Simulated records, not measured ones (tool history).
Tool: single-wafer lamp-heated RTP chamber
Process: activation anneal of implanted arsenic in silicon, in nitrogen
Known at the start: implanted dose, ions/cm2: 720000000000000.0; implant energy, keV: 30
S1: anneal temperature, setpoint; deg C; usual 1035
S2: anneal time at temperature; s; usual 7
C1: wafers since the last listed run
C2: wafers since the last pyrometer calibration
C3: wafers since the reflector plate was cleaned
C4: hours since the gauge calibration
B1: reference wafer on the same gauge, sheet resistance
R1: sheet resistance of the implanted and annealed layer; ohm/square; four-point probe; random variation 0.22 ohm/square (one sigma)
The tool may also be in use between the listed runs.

{"run": 1, "day": 0.0, "S1": 1011, "S2": 7, "C1": 0, "C2": 32, "C3": 1503, "C4": 197.2, "B1": 130.95, "R1": 144.18}
{"run": 2, "day": 1.262, "S1": 1011, "S2": 7, "C1": 371, "C2": 403, "C3": 1874, "C4": 227.5, "B1": 130.91, "R1": 144.09}
{"run": 3, "day": 2.1, "S1": 1011, "S2": 7, "C1": 246, "C2": 650, "C3": 2121, "C4": 247.6, "B1": 131.06, "R1": 144.24}
{"run": 4, "day": 3.258, "S1": 1027, "S2": 4, "C1": 340, "C2": 990, "C3": 2461, "C4": 275.4, "B1": 131.06, "R1": 145.5}
{"run": 5, "day": 4.429, "S1": 1027, "S2": 4, "C1": 344, "C2": 1335, "C3": 2806, "C4": 303.5, "B1": 131.09, "R1": 144.86}
{"day": 4.958, "done": "reflector plate cleaned"}
{"run": 6, "day": 5.921, "S1": 1027, "S2": 4, "C1": 340, "C2": 1675, "C3": 283, "C4": 339.3, "B1": 130.99, "R1": 145.87}
{"run": 7, "day": 6.438, "S1": 1035, "S2": 7, "C1": 151, "C2": 1827, "C3": 435, "C4": 351.7, "B1": 130.89, "R1": 142.52}
{"run": 8, "day": 7.208, "S1": 1035, "S2": 7, "C1": 226, "C2": 2054, "C3": 661, "C4": 370.2, "B1": 130.95, "R1": 142.39}
{"run": 9, "day": 7.708, "S1": 1035, "S2": 7, "C1": 147, "C2": 2201, "C3": 808, "C4": 382.2, "B1": 131.06, "R1": 142.55}
{"run": 10, "day": 8.542, "S1": 1017, "S2": 4, "C1": 245, "C2": 2446, "C3": 1053, "C4": 402.2, "B1": 130.96, "R1": 147.04}
{"run": 11, "day": 9.504, "S1": 1017, "S2": 4, "C1": 283, "C2": 2729, "C3": 1336, "C4": 425.3, "B1": 131.06, "R1": 146.39}
{"run": 12, "day": 10.867, "S1": 1011, "S2": 7, "C1": 400, "C2": 3130, "C3": 1737, "C4": 458.0, "B1": 131.06, "R1": 144.22}
{"run": 13, "day": 12.35, "S1": 1011, "S2": 7, "C1": 436, "C2": 3566, "C3": 2173, "C4": 493.6, "B1": 131.02, "R1": 144.56}
{"run": 14, "day": 13.4, "S1": 1043, "S2": 3, "C1": 308, "C2": 3875, "C3": 2482, "C4": 518.8, "B1": 130.93, "R1": 145.07}
{"run": 15, "day": 14.067, "S1": 1019, "S2": 9, "C1": 196, "C2": 4071, "C3": 2678, "C4": 534.8, "B1": 130.95, "R1": 142.16}
{"day": 15.175, "done": "pyrometer window cleaned and pyrometer calibrated"}
{"run": 16, "day": 15.196, "S1": 1022, "S2": 7, "C1": 234, "C2": 6, "C3": 2912, "C4": 561.9, "B1": 131.06, "R1": 143.62}
{"day": 15.596, "done": "reflector plate cleaned"}
{"day": 16.129, "done": "gauge calibrated"}
{"run": 17, "day": 16.35, "S1": 1016, "S2": 7, "C1": 241, "C2": 247, "C3": 221, "C4": 5.3, "B1": 130.96, "R1": 144.65}
{"run": 18, "day": 16.946, "S1": 1035, "S2": 3, "C1": 175, "C2": 423, "C3": 396, "C4": 19.6, "B1": 130.92, "R1": 146.66}
{"run": 19, "day": 18.192, "S1": 1008, "S2": 4, "C1": 366, "C2": 789, "C3": 763, "C4": 49.5, "B1": 131.01, "R1": 147.59}
{"run": 20, "day": 19.054, "S1": 1017, "S2": 7, "C1": 253, "C2": 1043, "C3": 1016, "C4": 70.2, "B1": 130.95, "R1": 144.17}
{"run": 21, "day": 19.838, "S1": 1020, "S2": 3, "C1": 230, "C2": 1273, "C3": 1247, "C4": 89.0, "B1": 131.06, "R1": 147.12}
{"run": 22, "day": 20.654, "S1": 1007, "S2": 4, "C1": 240, "C2": 1513, "C3": 1487, "C4": 108.6, "B1": 130.93, "R1": 147.52}

Forecast each of these 4 alternatives for the next run:
{"run": "A", "day": 20.671, "S1": 1035, "S2": 9, "C1": 4, "C2": 1518, "C3": 1492, "C4": 109.0, "B1": "?", "R1": "?"}
{"run": "B", "day": 20.671, "S1": 1035, "S2": 10, "C1": 4, "C2": 1518, "C3": 1492, "C4": 109.0, "B1": "?", "R1": "?"}
{"run": "C", "day": 20.671, "S1": 1053, "S2": 7, "C1": 4, "C2": 1518, "C3": 1492, "C4": 109.0, "B1": "?", "R1": "?"}
{"run": "D", "day": 20.671, "S1": 1061, "S2": 11, "C1": 4, "C2": 1518, "C3": 1492, "C4": 109.0, "B1": "?", "R1": "?"}

run=A B1=131.00 R1=141.03
run=B B1=131.00 R1=140.60
run=C B1=131.00 R1=140.52
run=D B1=131.00 R1=137.95
Without the tool's hidden state the same runs would have given:
run=A R1=141.71
run=B R1=141.26
run=C R1=141.17
run=D R1=138.62
